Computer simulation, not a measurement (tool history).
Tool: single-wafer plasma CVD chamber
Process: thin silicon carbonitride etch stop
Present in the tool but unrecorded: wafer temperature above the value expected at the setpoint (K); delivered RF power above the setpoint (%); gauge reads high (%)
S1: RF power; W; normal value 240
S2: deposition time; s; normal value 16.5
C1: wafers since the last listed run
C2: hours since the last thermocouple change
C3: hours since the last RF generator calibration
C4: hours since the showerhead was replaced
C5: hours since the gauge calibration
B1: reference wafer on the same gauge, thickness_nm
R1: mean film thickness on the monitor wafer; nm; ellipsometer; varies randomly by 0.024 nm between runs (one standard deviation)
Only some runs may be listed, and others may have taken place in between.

run    hour   S1    S2    C1      C2      C3      C4      C5     B1      R1
  1       0  240  16.5     0  1156.3   910.1  2063.5   447.6  8.232   9.074
  2    36.5  225  16.5   879  1192.8   946.6    2100   484.1   8.23   8.944
  3   111.9  225  16.5  1816  1268.2    1022  2175.4   559.5  8.232   8.884
  4   181.2  225  16.5  1669  1337.5  1091.3  2244.7   628.8  8.232   8.905
  5   244.4  240  14.2  1522  1400.7  1154.5  2307.9     692  8.228   7.806
  6   298.2  240  14.2  1296  1454.5  1208.3  2361.7   745.8  8.229   7.832
  7   381.3  240  16.5  2002  1537.6  1291.4  2444.8   828.9  8.227   9.126
  8     442  240  16.5  1462  1598.3  1352.1  2505.5   889.6  8.231   9.061
  9     491  240  16.5  1180  1647.3  1401.1  2554.5   938.6  8.232   9.084
 10   585.1  240  16.5  2267  1741.4  1495.2  2648.6  1032.7  8.227   9.071
      603.8  -- gauge calibrated
 11   656.7  240  16.5  1725    1813  1566.8  2720.2    52.9  8.231   9.079
 12   700.8  240  16.5  1062  1857.1  1610.9  2764.3      97  8.233   9.052
 13   772.2  255  14.4  1720  1928.5  1682.3  2835.7   168.4  8.232   8.053
        843  -- RF generator calibrated
      905.4  -- thermocouple changed; heater temperature recalibrated
 14  1071.4  240  16.5  6824     166   228.4  3134.9   467.6   8.23   9.048
     1085.7  -- showerhead replaced
 15  1111.5  195  19.2   773   206.1   268.5    25.8   507.7  8.229   9.954
 16    1151  240  16.5   951   245.6     308    65.3   547.2   8.23   9.077
 17  1227.1  265  14.7  1833   321.7   384.1   141.4   623.3   8.23   8.302
 18    1293  265  14.7  1588   387.6     450   207.3   689.2  8.233   8.272
 19  1397.9  255    14  2527   492.5   554.9   312.2   794.1  8.229   7.801
 20  1439.7  265  16.5  1007   534.3   596.7     354   835.9  8.228    9.37
     1488.9  -- gauge calibrated
 21  1514.6  215  19.7  1804   609.2   671.6   428.9    25.7  8.233  10.482
 22  1566.8  240  13.9  1257   661.4   723.8   481.1    77.9  8.235   7.645

Expected results for the next run?
 23  1632.4  205  15.5  1580  727  789.4  546.7  143.5   ?   ?

For run 23 the tool returned B1 8.229, R1 8.108 nm.
With the hidden condition absent and the run-to-run variation left alone, this run would have shown R1 8.108 nm.
